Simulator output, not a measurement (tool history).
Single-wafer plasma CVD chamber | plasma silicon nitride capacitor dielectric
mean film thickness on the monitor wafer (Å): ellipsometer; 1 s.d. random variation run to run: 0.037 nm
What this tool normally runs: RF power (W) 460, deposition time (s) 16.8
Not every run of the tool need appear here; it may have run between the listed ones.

| run | hour | RF power (W) | deposition time (s) | read-back reference wafer on the same gauge, thickness_nm | mean film thickness on the monitor wafer (Å) |
|---|---|---|---|---|---|
| 1 | 0.0 | 460 | 16.8 | 23.803 | 236.74 |
| 2 | 32.5 | 460 | 16.8 | 23.791 | 237.34 |
| 3 | 52.0 | 460 | 16.8 | 23.798 | 237.30 |
| 4 | 80.3 | 460 | 14.5 | 23.804 | 204.49 |
| 5 | 106.9 | 460 | 14.5 | 23.806 | 204.70 |
| 6 | 120.8 | 480 | 16.8 | 23.803 | 239.63 |
| 7 | 148.3 | 460 | 16.8 | 23.799 | 237.22 |
| 8 | 194.4 | 425 | 19.5 | 23.802 | 269.91 |
| 9 | 212.8 | 425 | 19.5 | 23.801 | 269.68 |
|  | 237.7 | gauge calibrated |
| 10 | 244.4 | 425 | 19.5 | 23.803 | 269.80 |
| 11 | 272.1 | 460 | 16.8 | 23.799 | 236.81 |
| 12 | 298.1 | 460 | 16.8 | 23.800 | 237.22 |
| 13 | 328.7 | 460 | 16.8 | 23.795 | 237.18 |
| 14 | 359.1 | 425 | 19.5 | 23.801 | 270.89 |
|  | 368.7 | showerhead replaced |
| 15 | 387.7 | 540 | 13.5 | 23.798 | 198.33 |
| 16 | 420.3 | 370 | 18.0 | 23.804 | 240.83 |
|  | 432.1 | RF generator calibrated |
| 17 | 440.2 | 490 | 14.6 | 23.797 | 215.86 |
| 18 | 461.9 | 550 | 18.8 | 23.804 | 285.92 |
| 19 | 497.4 | 435 | 13.7 | 23.810 | 195.93 |
| 20 | 521.8 | 540 | 19.0 | 23.799 | 286.84 |
| 21 | 549.2 | 495 | 16.8 | 23.801 | 247.12 |
| 22 | 568.3 | 425 | 13.7 | 23.800 | 194.52 |
| 23 | 591.6 | 460 | 14.8 | 23.794 | 214.27 |
| 24 | 615.0 | 460 | 16.8 | 23.803 | 242.99 |
|  | 628.3 | gauge calibrated |
| 25 | 634.5 | 485 | 19.8 | 23.802 | 290.91 |

What would each run have given without the hidden state, its run-to-run variation left as it was?
Hidden state at play: delivered RF power above the setpoint (%); gauge reads high (%).
| run | mean film thickness on the monitor wafer (Å) |
|---|---|
| 1 | 243.68 |
| 2 | 244.31 |
| 3 | 244.29 |
| 4 | 210.52 |
| 5 | 210.75 |
| 6 | 246.71 |
| 7 | 244.25 |
| 8 | 277.93 |
| 9 | 277.70 |
| 10 | 277.84 |
| 11 | 243.88 |
| 12 | 244.31 |
| 13 | 244.28 |
| 14 | 279.01 |
| 15 | 204.28 |
| 16 | 248.07 |
| 17 | 216.03 |
| 18 | 286.31 |
| 19 | 196.38 |
| 20 | 287.69 |
| 21 | 248.02 |
| 22 | 195.32 |
| 23 | 215.27 |
| 24 | 244.26 |
| 25 | 292.55 |

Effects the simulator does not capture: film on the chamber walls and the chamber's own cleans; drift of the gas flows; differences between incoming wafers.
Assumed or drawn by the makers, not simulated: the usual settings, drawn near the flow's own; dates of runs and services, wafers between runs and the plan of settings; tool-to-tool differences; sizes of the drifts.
